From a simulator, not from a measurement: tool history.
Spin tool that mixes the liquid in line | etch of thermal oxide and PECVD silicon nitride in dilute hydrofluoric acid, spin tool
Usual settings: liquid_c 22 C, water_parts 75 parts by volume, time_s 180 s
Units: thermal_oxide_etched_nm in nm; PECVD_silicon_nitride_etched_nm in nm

run   hour  liquid_c  water_parts  time_s  read-back film thickness of the thermal oxide reference wafer, read on the same gauge (nm)  read-back film thickness of the PECVD silicon nitride reference wafer, read on the same gauge (nm)  thermal_oxide_etched_nm  PECVD_silicon_nitride_etched_nm
  1      0        22           75     180                                                                                       60.01                                                                                                  70                    10.06                             9.08
  2     33        22           75     180                                                                                       59.99                                                                                               69.98                    10.23                             9.03
  3  103.3        22           75     180                                                                                       60.01                                                                                               69.97                    10.22                                9
  4  148.2        22           75     180                                                                                          60                                                                                               69.99                    10.26                             9.11
     245.3  -- thermometer replaced
  5  317.4        22           75     180                                                                                          60                                                                                               70.01                    10.31                             9.26
  6  342.1        22           75     130                                                                                       59.98                                                                                                  70                     7.52                             6.65
  7  402.9      19.5           45     180                                                                                          60                                                                                               70.01                    16.39                            12.88
  8  438.8        19           75     180                                                                                       59.99                                                                                               70.04                     9.27                             7.57
  9  495.9        22           40     180                                                                                       60.01                                                                                               69.97                    20.58                            17.24
 10  535.4        24          115     275                                                                                       59.96                                                                                                  70                    10.99                             10.7
 11  579.5        22           75     180                                                                                       59.99                                                                                               70.04                    10.63                             9.34
 12  642.7        22           75     180                                                                                       59.98                                                                                               69.99                    10.56                             9.35
     656.7  -- gauge calibrated
 13  684.5        22          115     280                                                                                       60.02                                                                                               70.01                    10.32                             9.61
 14  747.2      17.5           75      80                                                                                       59.98                                                                                               70.03                     3.96                             3.08
 15  783.9      26.5           75     180                                                                                       59.99                                                                                               70.02                    12.85                            12.75
 16  826.5        22           75     180                                                                                       59.98                                                                                               70.02                     10.8                             9.52

The next listed run, before its measurement:
 17  875.4      25.5           75      85                                                                                           ?                                                                                                   ?                        ?                                ?

read-back film thickness of the thermal oxide reference wafer, read on the same gauge (nm): 60.02
read-back film thickness of the PECVD silicon nitride reference wafer, read on the same gauge (nm): 70.02
thermal_oxide_etched_nm: 5.93 nm
PECVD_silicon_nitride_etched_nm: 5.72 nm
Without the tool's hidden state the same run would have given thermal_oxide_etched_nm 5.55 nm, PECVD_silicon_nitride_etched_nm 5.38 nm.
